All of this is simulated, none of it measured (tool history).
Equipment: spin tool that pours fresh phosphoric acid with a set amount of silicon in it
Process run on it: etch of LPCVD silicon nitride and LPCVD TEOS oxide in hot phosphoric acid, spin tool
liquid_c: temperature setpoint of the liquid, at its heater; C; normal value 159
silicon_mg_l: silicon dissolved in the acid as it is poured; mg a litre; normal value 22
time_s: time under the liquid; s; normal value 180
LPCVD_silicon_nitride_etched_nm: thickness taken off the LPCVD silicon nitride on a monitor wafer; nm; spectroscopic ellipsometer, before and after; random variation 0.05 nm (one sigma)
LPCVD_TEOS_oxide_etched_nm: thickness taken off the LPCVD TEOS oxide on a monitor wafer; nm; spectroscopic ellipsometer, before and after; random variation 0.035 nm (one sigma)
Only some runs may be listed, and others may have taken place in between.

| run | hour | liquid_c | silicon_mg_l | time_s | wafers since the last listed run | hours since the thermometer was replaced | hours since the dissolved silicon flow meter was replaced | hours since the heated supply line was repaired | hours since the gauge calibration | read-back film thickness of the LPCVD silicon nitride reference wafer, read on the same gauge (nm) | read-back film thickness of the LPCVD TEOS oxide reference wafer, read on the same gauge (nm) | LPCVD_silicon_nitride_etched_nm | LPCVD_TEOS_oxide_etched_nm |
|---|---|---|---|---|---|---|---|---|---|---|---|---|---|
| 1 | 0 | 159 | 22 | 230 | 0 | 2313.4 | 1989.9 | 1256.2 | 85.2 | 140 | 150.007 | 17.96 | 0.37 |
| 2 | 11.9 | 157.5 | 22 | 180 | 104 | 2325.3 | 2001.8 | 1268.1 | 97.1 | 140.02 | 150.022 | 13.41 | 0.248 |
| 3 | 20 | 157.5 | 22 | 180 | 71 | 2333.4 | 2009.9 | 1276.2 | 105.2 | 140 | 149.966 | 13.4 | 0.231 |
| 4 | 26.5 | 159 | 22 | 100 | 57 | 2339.9 | 2016.4 | 1282.7 | 111.7 | 139.99 | 149.967 | 7.85 | 0.152 |
| 5 | 43.9 | 159 | 22 | 100 | 153 | 2357.3 | 2033.8 | 1300.1 | 129.1 | 140.02 | 150.011 | 7.82 | 0.155 |
| 6 | 75.3 | 159 | 22 | 100 | 276 | 2388.7 | 2065.2 | 1331.5 | 160.5 | 140.01 | 149.997 | 7.83 | 0.144 |
|  | 81.9 | heated supply line repaired |
| 7 | 83.1 | 158 | 22 | 180 | 59 | 2396.5 | 2073 | 1.2 | 168.3 | 140.01 | 149.982 | 14.59 | 0.287 |
| 8 | 95.1 | 159 | 22 | 180 | 105 | 2408.5 | 2085 | 13.2 | 180.3 | 139.98 | 150.005 | 15.04 | 0.298 |
| 9 | 102.3 | 159 | 22 | 180 | 63 | 2415.7 | 2092.2 | 20.4 | 187.5 | 139.99 | 150.013 | 14.98 | 0.287 |
| 10 | 123.1 | 157.5 | 30.5 | 85 | 183 | 2436.5 | 2113 | 41.2 | 208.3 | 140 | 150.012 | 6.73 | 0.1 |
|  | 132.2 | dissolved silicon flow meter replaced |
| 11 | 135.8 | 157 | 22 | 285 | 103 | 2449.2 | 3.6 | 53.9 | 221 | 139.98 | 150.01 | 22.31 | 0.421 |
| 12 | 150.2 | 159 | 31.5 | 240 | 126 | 2463.6 | 18 | 68.3 | 235.4 | 139.99 | 150.006 | 19.97 | 0.272 |
|  | 152.8 | gauge calibrated |
| 13 | 166.6 | 159 | 22 | 230 | 144 | 2480 | 34.4 | 84.7 | 13.8 | 140.01 | 150.022 | 19.14 | 0.444 |
|  | 178.9 | thermometer replaced |
| 14 | 180.7 | 159 | 38.5 | 275 | 115 | 1.8 | 48.5 | 98.8 | 27.9 | 139.98 | 150.009 | 22.91 | 0.244 |
| 15 | 191.2 | 159 | 22 | 290 | 92 | 12.3 | 59 | 109.3 | 38.4 | 140 | 149.972 | 24.23 | 0.593 |
| 16 | 209 | 159 | 22 | 180 | 156 | 30.1 | 76.8 | 127.1 | 56.2 | 140 | 149.982 | 14.96 | 0.319 |
| 17 | 219.8 | 160.5 | 22 | 265 | 95 | 40.9 | 87.6 | 137.9 | 67 | 140.01 | 150.031 | 23.15 | 0.502 |
| 18 | 235.1 | 159 | 22 | 180 | 134 | 56.2 | 102.9 | 153.2 | 82.3 | 139.99 | 149.994 | 14.97 | 0.323 |
| 19 | 251.2 | 159 | 22 | 180 | 141 | 72.3 | 119 | 169.3 | 98.4 | 139.99 | 149.977 | 14.87 | 0.28 |
| 20 | 263.3 | 159 | 22 | 180 | 106 | 84.4 | 131.1 | 181.4 | 110.5 | 139.99 | 150.005 | 14.93 | 0.339 |
| 21 | 273.6 | 161 | 22 | 140 | 90 | 94.7 | 141.4 | 191.7 | 120.8 | 140.03 | 149.991 | 12.36 | 0.328 |

Consider 5 possible next runs. They are alternatives, not a sequence: every one starts from the tool as it was left by run 21. What does each give?
| A | 274.1 | 159 | 22 | 180 | 4 | 95.2 | 141.9 | 192.2 | 121.3 | ? | ? | ? | ? |
| B | 274.1 | 159 | 6 | 180 | 4 | 95.2 | 141.9 | 192.2 | 121.3 | ? | ? | ? | ? |
| C | 274.1 | 159 | 14.5 | 180 | 4 | 95.2 | 141.9 | 192.2 | 121.3 | ? | ? | ? | ? |
| D | 274.1 | 162 | 22 | 180 | 4 | 95.2 | 141.9 | 192.2 | 121.3 | ? | ? | ? | ? |
| E | 274.1 | 159 | 22 | 80 | 4 | 95.2 | 141.9 | 192.2 | 121.3 | ? | ? | ? | ? |

| run | read-back film thickness of the LPCVD silicon nitride reference wafer, read on the same gauge (nm) | read-back film thickness of the LPCVD TEOS oxide reference wafer, read on the same gauge (nm) | LPCVD_silicon_nitride_etched_nm | LPCVD_TEOS_oxide_etched_nm |
|---|---|---|---|---|
| A | 140.01 | 149.947 | 14.92 | 0.279 |
| B | 140.01 | 149.947 | 14.92 | 0.415 |
| C | 140.01 | 149.947 | 14.92 | 0.343 |
| D | 140.01 | 149.947 | 16.51 | 0.349 |
| E | 140.01 | 149.947 | 6.63 | 0.124 |
Take away the tool's hidden state, keep each run's random variation, and the runs would have read:
| run | LPCVD_silicon_nitride_etched_nm | LPCVD_TEOS_oxide_etched_nm |
|---|---|---|
| A | 15.17 | 0.289 |
| B | 15.17 | 0.43 |
| C | 15.17 | 0.355 |
| D | 16.77 | 0.361 |
| E | 6.74 | 0.129 |
